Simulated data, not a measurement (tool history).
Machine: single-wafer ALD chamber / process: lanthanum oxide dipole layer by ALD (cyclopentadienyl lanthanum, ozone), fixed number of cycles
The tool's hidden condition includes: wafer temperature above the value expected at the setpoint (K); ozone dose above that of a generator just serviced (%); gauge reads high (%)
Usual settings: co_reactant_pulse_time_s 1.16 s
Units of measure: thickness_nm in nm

run    hour  co_reactant_pulse_time_s  wafers since the last listed run  hours since the last thermocouple change  hours since the last ozone generator service  hours since the showerhead was replaced  hours since the gauge calibration  read-back reference wafer on the same gauge, thickness_nm  thickness_nm
  1     0.0                      1.16                                 0                                     758.3                                         248.0                                   5831.3                             1481.1                                                      0.476         0.520
  2    52.6                      1.16                               959                                     810.9                                         300.6                                   5883.9                             1533.7                                                      0.476         0.521
  3   155.5                      1.16                              1877                                     913.8                                         403.5                                   5986.8                             1636.6                                                      0.476         0.523
  4   229.6                      1.16                              1352                                     987.9                                         477.6                                   6060.9                             1710.7                                                      0.476         0.519
  5   294.5                      1.16                              1184                                    1052.8                                         542.5                                   6125.8                             1775.6                                                      0.476         0.516
  6   345.4                      1.34                               928                                    1103.7                                         593.4                                   6176.7                             1826.5                                                      0.476         0.538
  7   457.2                      1.34                              2040                                    1215.5                                         705.2                                   6288.5                             1938.3                                                      0.476         0.535
  8   511.6                      1.34                               992                                    1269.9                                         759.6                                   6342.9                             1992.7                                                      0.476         0.535
  9   572.9                      1.30                              1118                                    1331.2                                         820.9                                   6404.2                             2054.0                                                      0.477         0.531
      588.3  -- thermocouple changed; heater temperature recalibrated
 10   625.6                      1.30                               815                                      37.3                                         873.6                                   6456.9                             2106.7                                                      0.476         0.527
 11   711.6                      1.30                              1569                                     123.3                                         959.6                                   6542.9                             2192.7                                                      0.476         0.524
 12   799.0                      1.46                              1594                                     210.7                                        1047.0                                   6630.3                             2280.1                                                      0.476         0.543
 13   903.4                      1.46                              1905                                     315.1                                        1151.4                                   6734.7                             2384.5                                                      0.476         0.540
 14   960.1                      1.16                              1034                                     371.8                                        1208.1                                   6791.4                             2441.2                                                      0.476         0.507
 15  1130.4                      1.16                              3107                                     542.1                                        1378.4                                   6961.7                             2611.5                                                      0.476         0.505
 16  1206.7                      1.16                              1392                                     618.4                                        1454.7                                   7038.0                             2687.8                                                      0.476         0.501
     1244.3  -- showerhead replaced
 17  1250.7                      1.16                               656                                     662.4                                        1498.7                                      6.4                             2731.8                                                      0.477         0.501
 18  1357.4                      1.16                              1947                                     769.1                                        1605.4                                    113.1                             2838.5                                                      0.476         0.500
 19  1416.0                      0.84                              1069                                     827.7                                        1664.0                                    171.7                             2897.1                                                      0.476         0.435
     1491.0  -- ozone generator serviced
 20  1523.9                      1.30                              1823                                     935.6                                          32.9                                    279.6                             3005.0                                                      0.476         0.501
 21  1608.1                      1.30                              1536                                    1019.8                                         117.1                                    363.8                             3089.2                                                      0.476         0.497
 22  1714.1                      1.16                              1934                                    1125.8                                         223.1                                    469.8                             3195.2                                                      0.476         0.471
 23  1768.3                      1.62                               989                                    1180.0                                         277.3                                    524.0                             3249.4                                                      0.476         0.527
     1789.0  -- gauge calibrated
     1817.8  -- ozone generator serviced, repeated, since the last time left the tool worse
 24  1866.5                      0.85                              1646                                    1278.2                                          48.7                                    622.2                               77.5                                                      0.476         0.466
     1925.6  -- thermocouple changed; heater temperature recalibrated
 25  1972.4                      1.47                              1786                                      46.8                                         154.6                                    728.1                              183.4                                                      0.477         0.550
 26  2022.9                      0.82                               921                                      97.3                                         205.1                                    778.6                              233.9                                                      0.475         0.454
 27  2085.5                      0.71                              1142                                     159.9                                         267.7                                    841.2                              296.5                                                      0.476         0.424
 28  2167.2                      1.51                              1490                                     241.6                                         349.4                                    922.9                              378.2                                                      0.476         0.550
 29  2210.3                      1.52                               786                                     284.7                                         392.5                                    966.0                              421.3                                                      0.475         0.550
 30  2257.7                      1.60                               864                                     332.1                                         439.9                                   1013.4                              468.7                                                      0.476         0.557
 31  2328.1                      1.32                              1284                                     402.5                                         510.3                                   1083.8                              539.1                                                      0.476         0.534
 32  2399.0                      0.76                              1293                                     473.4                                         581.2                                   1154.7                              610.0                                                      0.476         0.433
 33  2451.1                      0.75                               950                                     525.5                                         633.3                                   1206.8                              662.1                                                      0.475         0.429
 34  2504.0                      0.73                               965                                     578.4                                         686.2                                   1259.7                              715.0                                                      0.477         0.424

Alternative continuations, all from the tool just after run 34; predict every row:
  A  2504.4                      0.98                                 7                                     578.8                                         686.6                                   1260.1                              715.4                                                          ?             ?
  B  2504.4                      0.72                                 7                                     578.8                                         686.6                                   1260.1                              715.4                                                          ?             ?
  C  2504.4                      0.93                                 7                                     578.8                                         686.6                                   1260.1                              715.4                                                          ?             ?

run  read-back reference wafer on the same gauge, thickness_nm  thickness_nm
  A                                                      0.476         0.488
  B                                                      0.476         0.420
  C                                                      0.476         0.478
Without the tool's hidden state the same runs would have given:
run  thickness_nm
  A         0.500
  B         0.434
  C         0.490
